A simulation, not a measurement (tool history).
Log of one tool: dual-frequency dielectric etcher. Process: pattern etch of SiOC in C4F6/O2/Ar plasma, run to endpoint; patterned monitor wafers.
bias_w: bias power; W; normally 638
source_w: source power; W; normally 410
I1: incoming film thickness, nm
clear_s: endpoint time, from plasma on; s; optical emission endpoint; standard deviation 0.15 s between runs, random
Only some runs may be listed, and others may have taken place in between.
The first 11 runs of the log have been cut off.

{"run": 12, "hour": 901.1, "bias_w": 638, "source_w": 410, "I1": 51.1, "clear_s": 18.1}
{"run": 13, "hour": 947.5, "bias_w": 638, "source_w": 410, "I1": 51.3, "clear_s": 18.3}
{"run": 14, "hour": 1052.2, "bias_w": 638, "source_w": 410, "I1": 51.3, "clear_s": 18.3}
{"hour": 1109.3, "done": "wet clean of the chamber"}
{"run": 15, "hour": 1109.8, "bias_w": 638, "source_w": 410, "I1": 51.2, "clear_s": 17.5}
{"run": 16, "hour": 1154.6, "bias_w": 707, "source_w": 330, "I1": 50.8, "clear_s": 18.3}
{"run": 17, "hour": 1259.3, "bias_w": 763, "source_w": 410, "I1": 51.0, "clear_s": 16.3}
{"hour": 1341.5, "done": "source power generator calibrated"}
{"run": 18, "hour": 1351.3, "bias_w": 768, "source_w": 350, "I1": 51.1, "clear_s": 17.6}
{"run": 19, "hour": 1400.8, "bias_w": 789, "source_w": 480, "I1": 51.2, "clear_s": 15.1}
{"run": 20, "hour": 1451.6, "bias_w": 743, "source_w": 480, "I1": 51.3, "clear_s": 15.4}
{"run": 21, "hour": 1489.0, "bias_w": 638, "source_w": 410, "I1": 51.7, "clear_s": 18.4}
{"run": 22, "hour": 1559.6, "bias_w": 686, "source_w": 460, "I1": 51.4, "clear_s": 16.8}
{"hour": 1640.7, "done": "wet clean of the chamber"}
{"run": 23, "hour": 1641.2, "bias_w": 515, "source_w": 330, "I1": 51.4, "clear_s": 21.8}
{"run": 24, "hour": 1682.7, "bias_w": 776, "source_w": 450, "I1": 51.5, "clear_s": 15.1}
{"run": 25, "hour": 1762.0, "bias_w": 711, "source_w": 490, "I1": 51.4, "clear_s": 15.3}
{"run": 26, "hour": 1835.1, "bias_w": 638, "source_w": 410, "I1": 51.0, "clear_s": 17.6}
{"run": 27, "hour": 1891.4, "bias_w": 568, "source_w": 320, "I1": 51.6, "clear_s": 22.0}
{"hour": 1956.2, "done": "bias power generator calibrated"}
{"run": 28, "hour": 1964.1, "bias_w": 568, "source_w": 320, "I1": 51.4, "clear_s": 21.7}
{"run": 29, "hour": 2057.5, "bias_w": 595, "source_w": 410, "I1": 51.1, "clear_s": 18.5}
{"run": 30, "hour": 2140.2, "bias_w": 638, "source_w": 470, "I1": 51.5, "clear_s": 17.0}
{"run": 31, "hour": 2219.5, "bias_w": 580, "source_w": 380, "I1": 51.6, "clear_s": 19.8}
{"hour": 2300.3, "done": "wet clean of the chamber"}
{"run": 32, "hour": 2377.4, "bias_w": 638, "source_w": 410, "I1": 51.9, "clear_s": 17.8}
{"run": 33, "hour": 2433.1, "bias_w": 638, "source_w": 410, "I1": 50.8, "clear_s": 17.6}
{"run": 34, "hour": 2476.9, "bias_w": 638, "source_w": 410, "I1": 51.1, "clear_s": 17.8}
{"run": 35, "hour": 2562.4, "bias_w": 765, "source_w": 370, "I1": 51.5, "clear_s": 17.2}

4 ways to go on from here, each from the tool as it stands after run 35. What would each give?
{"run": "A", "hour": 2562.8, "bias_w": 563, "source_w": 410, "I1": 51.3, "clear_s": "?"}
{"run": "B", "hour": 2562.8, "bias_w": 598, "source_w": 440, "I1": 51.3, "clear_s": "?"}
{"run": "C", "hour": 2562.8, "bias_w": 494, "source_w": 380, "I1": 51.3, "clear_s": "?"}
{"run": "D", "hour": 2562.8, "bias_w": 760, "source_w": 490, "I1": 51.3, "clear_s": "?"}

run=A clear_s=19.3
run=B clear_s=18.1
run=C clear_s=21.7
run=D clear_s=15.1
With no hidden state in the tool, these same runs would have given:
run=A clear_s=18.9
run=B clear_s=17.7
run=C clear_s=21.1
run=D clear_s=14.8
